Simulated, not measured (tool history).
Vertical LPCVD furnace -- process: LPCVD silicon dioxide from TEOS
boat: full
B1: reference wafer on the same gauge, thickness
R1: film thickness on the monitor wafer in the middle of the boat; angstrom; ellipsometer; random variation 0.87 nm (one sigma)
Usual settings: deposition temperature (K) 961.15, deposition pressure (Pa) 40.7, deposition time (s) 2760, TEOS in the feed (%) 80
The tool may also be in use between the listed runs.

Run 1, day 0.000: usual settings but deposition temperature (K) 966.15; B1 251.08. Result: R1 3431.4 angstrom.
Run 2, day 0.558: usual settings; B1 251.16. Result: R1 3061.4 angstrom.
Run 3, day 1.083: usual settings; B1 250.90. Result: R1 3050.6 angstrom.
Run 4, day 1.892: usual settings; B1 250.83. Result: R1 3065.8 angstrom.
Run 5, day 2.508: usual settings but deposition pressure (Pa) 38.0; B1 250.89. Result: R1 2947.7 angstrom.
Run 6, day 3.146: usual settings but deposition pressure (Pa) 38.0; B1 251.03. Result: R1 2972.3 angstrom.
Run 7, day 3.817: usual settings; B1 251.19. Result: R1 3068.9 angstrom.
At day 5.058: pressure gauge zeroed.
Run 8, day 5.079: usual settings; B1 250.87. Result: R1 3056.7 angstrom.
At day 5.192: gauge calibrated.
Run 9, day 5.275: usual settings but deposition temperature (K) 969.15, deposition pressure (Pa) 46.0; B1 251.02. Result: R1 3933.0 angstrom.
Run 10, day 5.475: usual settings; B1 250.88. Result: R1 3071.1 angstrom.
At day 6.179: thermocouples replaced and temperature profile calibrated.
Run 11, day 6.200: usual settings but deposition pressure (Pa) 49.3, deposition time (s) 2340; B1 251.10. Result: R1 2545.1 angstrom.
Run 12, day 6.417: usual settings but deposition time (s) 3390; B1 251.08. Result: R1 3343.4 angstrom.
Run 13, day 7.029: usual settings but deposition temperature (K) 949.15, deposition pressure (Pa) 47.3, deposition time (s) 3360, TEOS in the feed (%) 96; B1 251.08. Result: R1 2923.0 angstrom.
Run 14, day 7.629: usual settings; B1 251.04. Result: R1 2711.5 angstrom.
Run 15, day 7.979: usual settings but deposition pressure (Pa) 49.3, TEOS in the feed (%) 85; B1 251.07. Result: R1 3086.0 angstrom.
Run 16, day 8.588: usual settings but deposition temperature (K) 967.15, deposition time (s) 3390; B1 250.97. Result: R1 3866.4 angstrom.
Run 17, day 8.946: usual settings but deposition time (s) 1800, TEOS in the feed (%) 71; B1 250.83. Result: R1 1663.9 angstrom.
Run 18, day 9.392: usual settings; B1 251.21. Result: R1 2709.0 angstrom.
Run 19, day 10.121: usual settings but deposition temperature (K) 951.15, deposition pressure (Pa) 48.7, deposition time (s) 2400; B1 251.21. Result: R1 2034.9 angstrom.
Run 20, day 10.946: usual settings but deposition pressure (Pa) 38.0; B1 250.95. Result: R1 2635.1 angstrom.
At day 12.183: TEOS flow controller replaced.
Run 21, day 12.204: usual settings but deposition temperature (K) 969.15, deposition pressure (Pa) 46.0; B1 250.72. Result: R1 3499.2 angstrom.
Run 22, day 12.400: usual settings but deposition time (s) 3090, TEOS in the feed (%) 95; B1 251.34. Result: R1 3327.6 angstrom.
Run 23, day 13.767: usual settings; B1 250.86. Result: R1 2722.2 angstrom.
Run 24, day 14.462: usual settings but deposition time (s) 3090, TEOS in the feed (%) 95; B1 251.05. Result: R1 3323.9 angstrom.
Run 25, day 14.746: usual settings but deposition temperature (K) 952.15, TEOS in the feed (%) 89; B1 250.84. Result: R1 2303.8 angstrom.
Run 26, day 15.371: usual settings; B1 251.06. Result: R1 2718.5 angstrom.
Run 27, day 16.129: usual settings but deposition pressure (Pa) 44.0, TEOS in the feed (%) 91; B1 250.97. Result: R1 3029.3 angstrom.
Run 28, day 16.562: usual settings but deposition temperature (K) 958.15, deposition pressure (Pa) 37.3, TEOS in the feed (%) 88; B1 250.96. Result: R1 2559.4 angstrom.
Run 29, day 16.875: usual settings; B1 250.98. Result: R1 2728.6 angstrom.
Run 30, day 17.612: usual settings but deposition temperature (K) 953.15, deposition time (s) 2460, TEOS in the feed (%) 74; B1 251.05. Result: R1 1925.0 angstrom.
Run 31, day 17.983: usual settings; B1 250.71. Result: R1 2713.5 angstrom.
Run 32, day 18.612: usual settings but deposition temperature (K) 971.15, deposition pressure (Pa) 47.3, TEOS in the feed (%) 67; B1 251.21. Result: R1 3395.1 angstrom.

What if the next run were any one of these 3? Each begins from the tool's condition after run 32:
Run A, day 18.812: usual settings; B1 ?. Result: R1 ?.
Run B, day 18.812: usual settings but deposition temperature (K) 967.15, deposition pressure (Pa) 32.0; B1 ?. Result: R1 ?.
Run C, day 18.812: usual settings but deposition temperature (K) 965.15, deposition pressure (Pa) 36.0, deposition time (s) 3570; B1 ?. Result: R1 ?.

run      B1      R1
  A  250.98  2716.1
  B  250.98  2777.3
  C  250.98  3634.8
The same runs, with their run-to-run variation unchanged, on a tool lacking any hidden condition would have given:
run      R1
  A  2697.3
  B  2758.3
  C  3609.8
